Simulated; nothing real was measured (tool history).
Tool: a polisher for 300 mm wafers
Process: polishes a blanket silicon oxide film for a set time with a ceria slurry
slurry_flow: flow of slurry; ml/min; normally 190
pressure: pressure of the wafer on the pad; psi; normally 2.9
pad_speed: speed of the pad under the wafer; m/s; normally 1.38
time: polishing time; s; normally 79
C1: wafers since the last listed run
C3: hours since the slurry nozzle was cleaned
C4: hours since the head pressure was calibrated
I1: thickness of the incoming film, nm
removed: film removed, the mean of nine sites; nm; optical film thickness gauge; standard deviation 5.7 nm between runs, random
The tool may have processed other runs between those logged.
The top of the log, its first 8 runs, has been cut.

run 9 day=28.200 | slurry_flow=190 pressure=2.9 pad_speed=1.38 time=79 | C1=1198 wafers_polished_on_this_pad=5378 C3=230.0 C4=318.1 | I1=1268.8 | removed=401.0
-- day=30.221 worn pad replaced by a new one
run 10 day=31.592 | slurry_flow=190 pressure=2.9 pad_speed=1.24 time=79 | C1=874 wafers_polished_on_this_pad=371 C3=311.4 C4=399.5 | I1=1293.1 | removed=358.0
run 11 day=34.988 | slurry_flow=190 pressure=2.9 pad_speed=1.24 time=79 | C1=920 wafers_polished_on_this_pad=1292 C3=392.9 C4=481.0 | I1=1290.3 | removed=353.8
-- day=36.879 slurry nozzle cleaned
run 12 day=38.754 | slurry_flow=190 pressure=2.9 pad_speed=1.24 time=79 | C1=1010 wafers_polished_on_this_pad=2302 C3=45.0 C4=571.4 | I1=1307.7 | removed=365.3
run 13 day=41.450 | slurry_flow=190 pressure=2.9 pad_speed=1.38 time=79 | C1=731 wafers_polished_on_this_pad=3034 C3=109.7 C4=636.1 | I1=1292.4 | removed=404.7
run 14 day=44.317 | slurry_flow=190 pressure=2.9 pad_speed=1.38 time=79 | C1=777 wafers_polished_on_this_pad=3811 C3=178.5 C4=704.9 | I1=1284.8 | removed=402.6
-- day=46.767 worn pad replaced by a new one, of another model than before
run 15 day=47.046 | slurry_flow=190 pressure=2.9 pad_speed=1.38 time=79 | C1=694 wafers_polished_on_this_pad=75 C3=244.0 C4=770.4 | I1=1276.1 | removed=387.4
run 16 day=51.092 | slurry_flow=190 pressure=3.6 pad_speed=1.38 time=52 | C1=1097 wafers_polished_on_this_pad=1172 C3=341.1 C4=867.5 | I1=1302.8 | removed=298.2
run 17 day=52.754 | slurry_flow=190 pressure=2.9 pad_speed=1.38 time=79 | C1=450 wafers_polished_on_this_pad=1623 C3=381.0 C4=907.4 | I1=1317.9 | removed=393.6
run 18 day=56.346 | slurry_flow=250 pressure=2.6 pad_speed=1.38 time=79 | C1=974 wafers_polished_on_this_pad=2597 C3=467.2 C4=993.6 | I1=1276.8 | removed=361.0
-- day=58.038 slurry nozzle cleaned
run 19 day=60.417 | slurry_flow=190 pressure=2.9 pad_speed=1.38 time=79 | C1=1092 wafers_polished_on_this_pad=3690 C3=57.1 C4=1091.3 | I1=1289.0 | removed=409.8
run 20 day=64.729 | slurry_flow=190 pressure=2.9 pad_speed=1.04 time=60 | C1=1169 wafers_polished_on_this_pad=4860 C3=160.6 C4=1194.8 | I1=1298.6 | removed=253.0
-- day=66.425 head pressure recalibrated
run 21 day=66.696 | slurry_flow=220 pressure=3.4 pad_speed=1.38 time=79 | C1=510 wafers_polished_on_this_pad=5371 C3=207.8 C4=6.5 | I1=1299.1 | removed=453.6
run 22 day=68.238 | slurry_flow=160 pressure=2.9 pad_speed=1.38 time=79 | C1=418 wafers_polished_on_this_pad=5789 C3=244.8 C4=43.5 | I1=1287.8 | removed=392.3
-- day=68.704 worn pad replaced by a new one
run 23 day=72.246 | slurry_flow=230 pressure=2.9 pad_speed=1.38 time=95 | C1=1041 wafers_polished_on_this_pad=960 C3=341.0 C4=139.7 | I1=1276.6 | removed=480.7
run 24 day=75.508 | slurry_flow=190 pressure=2.9 pad_speed=1.24 time=79 | C1=884 wafers_polished_on_this_pad=1844 C3=419.3 C4=218.0 | I1=1266.8 | removed=370.1
-- day=77.350 slurry nozzle cleaned
run 25 day=79.817 | slurry_flow=125 pressure=3.2 pad_speed=0.98 time=79 | C1=1157 wafers_polished_on_this_pad=3002 C3=59.2 C4=321.4 | I1=1308.7 | removed=336.5
run 26 day=84.167 | slurry_flow=230 pressure=2.9 pad_speed=1.38 time=95 | C1=1179 wafers_polished_on_this_pad=4181 C3=163.6 C4=425.8 | I1=1291.9 | removed=483.0
-- day=87.446 worn pad replaced by a new one
run 27 day=88.200 | slurry_flow=190 pressure=2.9 pad_speed=1.38 time=79 | C1=1048 wafers_polished_on_this_pad=205 C3=260.4 C4=522.6 | I1=1271.4 | removed=410.6
run 28 day=90.846 | slurry_flow=150 pressure=2.6 pad_speed=1.38 time=79 | C1=717 wafers_polished_on_this_pad=922 C3=323.9 C4=586.1 | I1=1277.8 | removed=366.6
run 29 day=94.854 | slurry_flow=125 pressure=2.9 pad_speed=1.54 time=71 | C1=1087 wafers_polished_on_this_pad=2009 C3=420.1 C4=682.3 | I1=1291.9 | removed=365.3
run 30 day=96.725 | slurry_flow=170 pressure=2.9 pad_speed=1.80 time=102 | C1=507 wafers_polished_on_this_pad=2517 C3=465.0 C4=727.2 | I1=1275.5 | removed=606.2

Below are 4 alternative next runs, each starting from the tool's condition after run 30. Predict each:
run A day=96.746 | slurry_flow=190 pressure=3.4 pad_speed=1.38 time=79 | C1=5 wafers_polished_on_this_pad=2522 C3=465.5 C4=727.7 | I1=1266.2 | removed=?
run B day=96.746 | slurry_flow=205 pressure=2.9 pad_speed=1.86 time=79 | C1=5 wafers_polished_on_this_pad=2522 C3=465.5 C4=727.7 | I1=1266.2 | removed=?
run C day=96.746 | slurry_flow=210 pressure=2.9 pad_speed=1.72 time=79 | C1=5 wafers_polished_on_this_pad=2522 C3=465.5 C4=727.7 | I1=1266.2 | removed=?
run D day=96.746 | slurry_flow=155 pressure=2.5 pad_speed=0.92 time=53 | C1=5 wafers_polished_on_this_pad=2522 C3=465.5 C4=727.7 | I1=1266.2 | removed=?

run=A removed=437.1
run=B removed=490.5
run=C removed=464.1
run=D removed=183.1
With the hidden condition removed and each run's random variation left untouched, the same runs would have given:
run=A removed=455.0
run=B removed=509.8
run=C removed=482.2
run=D removed=191.3
